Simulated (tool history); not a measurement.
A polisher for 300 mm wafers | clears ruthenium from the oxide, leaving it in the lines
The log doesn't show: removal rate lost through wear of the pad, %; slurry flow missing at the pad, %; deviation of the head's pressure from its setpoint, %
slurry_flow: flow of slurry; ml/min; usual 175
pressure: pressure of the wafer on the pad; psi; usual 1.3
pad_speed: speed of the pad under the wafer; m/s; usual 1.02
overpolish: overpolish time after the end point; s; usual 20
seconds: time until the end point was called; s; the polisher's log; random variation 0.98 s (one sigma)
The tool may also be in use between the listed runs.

run    hour  slurry_flow  pressure  pad_speed  overpolish  wafers since the last listed run  wafers polished on this pad  hours since the slurry nozzle was cleaned  hours since the head pressure was calibrated  incoming thickness of the incoming film, nm  seconds
  1     0.0          175       1.3       0.92          20                                 0                          397                                       54.6                                         702.2                                         64.8     75.5
  2    41.5          175       1.3       0.92          20                               266                          663                                       96.1                                         743.7                                         65.8     77.3
  3   103.9          175       1.0       1.02          20                               400                         1063                                      158.5                                         806.1                                         65.0     86.5
  4   174.6          175       1.0       1.02          20                               453                         1516                                      229.2                                         876.8                                         64.0     86.0
  5   250.0          175       1.0       1.02          20                               483                         2000                                      304.6                                         952.2                                         64.0     84.7
  6   367.9          175       1.3       1.02          20                               755                         2756                                      422.5                                        1070.1                                         64.0     72.2
      425.7  -- worn pad replaced by a new one
      444.6  -- slurry nozzle cleaned
      537.5  -- head pressure recalibrated
  7   542.8          175       1.5       1.02          20                              1076                          731                                       98.2                                           5.3                                         65.0     63.1
  8   640.6          175       1.5       1.02          20                               626                         1358                                      196.0                                         103.1                                         65.0     64.8
  9   680.6          175       1.3       1.02          20                               256                         1614                                      236.0                                         143.1                                         64.1     72.8
 10   732.2          175       1.3       1.02          20                               330                         1945                                      287.6                                         194.7                                         66.4     76.1
 11   779.0          175       1.3       1.12          20                               300                         2245                                      334.4                                         241.5                                         65.2     70.5
 12   830.0          175       1.3       0.76          20                               326                         2572                                      385.4                                         292.5                                         65.2     93.9
      946.4  -- slurry nozzle cleaned
      957.1  -- worn pad replaced by a new one
 13  1049.8          175       1.3       0.76          20                              1376                          594                                      103.4                                         512.3                                         64.2     88.1
 14  1193.3          190       1.3       1.02          20                               919                         1514                                      246.9                                         655.8                                         64.3     71.7
 15  1252.0          190       1.3       1.02          20                               376                         1890                                      305.6                                         714.5                                         64.0     71.4
 16  1379.9          190       1.3       1.02          20                               819                         2710                                      433.5                                         842.4                                         65.5     74.8
     1456.4  -- slurry nozzle cleaned
 17  1479.4          175       1.5       0.84          20                               631                         3341                                       23.0                                         941.9                                         64.3     76.9
 18  1551.8          150       1.8       1.24          20                               464                         3805                                       95.4                                        1014.3                                         64.9     50.2
     1598.7  -- worn pad replaced by a new one
 19  1627.7          200       1.5       1.24          20                               460                          185                                      171.3                                        1090.2                                         65.1     50.9
 20  1711.1          230       1.3       1.02          12                               534                          720                                      254.7                                        1173.6                                         65.7     69.4
     1776.1  -- head pressure recalibrated
 21  1797.0          175       1.4       1.02          14                               537                         1258                                      340.6                                          20.9                                         64.2     67.4
 22  1859.7          175       1.3       1.30           9                               401                         1660                                      403.3                                          83.6                                         66.0     59.7
 23  1910.3          215       1.3       1.02          26                               324                         1984                                      453.9                                         134.2                                         65.8     73.1
 24  1961.2          125       1.7       1.20          13                               326                         2310                                      504.8                                         185.1                                         64.8     53.3
 25  2023.9          175       1.3       1.12          20                               401                         2712                                      567.5                                         247.8                                         64.6     66.8
     2065.7  -- slurry nozzle cleaned
 26  2094.4          175       1.3       1.02          20                               445                         3158                                       28.7                                         318.3                                         66.2     73.0
 27  2185.5          200       1.2       0.88          28                               583                         3742                                      119.8                                         409.4                                         65.4     88.3
     2224.8  -- worn pad replaced by a new one
 28  2233.2          175       1.3       1.02          20                               280                           53                                      167.5                                         457.1                                         64.9     68.5
 29  2322.6          175       1.3       1.02          20                               573                          626                                      256.9                                         546.5                                         64.3     69.1
 30  2555.9          145       1.3       1.02          26                              1495                         2122                                      490.2                                         779.8                                         65.9     72.7
 31  2593.9          175       1.0       1.02          20                               243                         2366                                      528.2                                         817.8                                         64.9     88.8
     2608.6  -- slurry nozzle cleaned
     2729.3  -- worn pad replaced by a new one
 32  2861.2          175       0.9       1.02          20                              1681                          845                                      252.6                                        1085.1                                         64.1     88.8

5 ways to go on from here, each from the tool as it stands after run 32. What would each give?
  A  2861.7          175       1.3       1.38          20                                 3                          848                                      253.1                                        1085.6                                         66.1        ?
  B  2861.7          190       1.1       1.02          20                                 3                          848                                      253.1                                        1085.6                                         66.1        ?
  C  2861.7          195       1.3       0.72          28                                 3                          848                                      253.1                                        1085.6                                         66.1        ?
  D  2861.7          140       1.6       0.68          20                                 3                          848                                      253.1                                        1085.6                                         66.1        ?
  E  2861.7          175       1.3       0.72          20                                 3                          848                                      253.1                                        1085.6                                         66.1        ?

run  seconds
  A     55.7
  B     79.8
  C     94.1
  D     87.8
  E     95.1
Without the tool's hidden state the same runs would have given:
run  seconds
  A     53.3
  B     76.4
  C     90.1
  D     84.0
  E     91.1
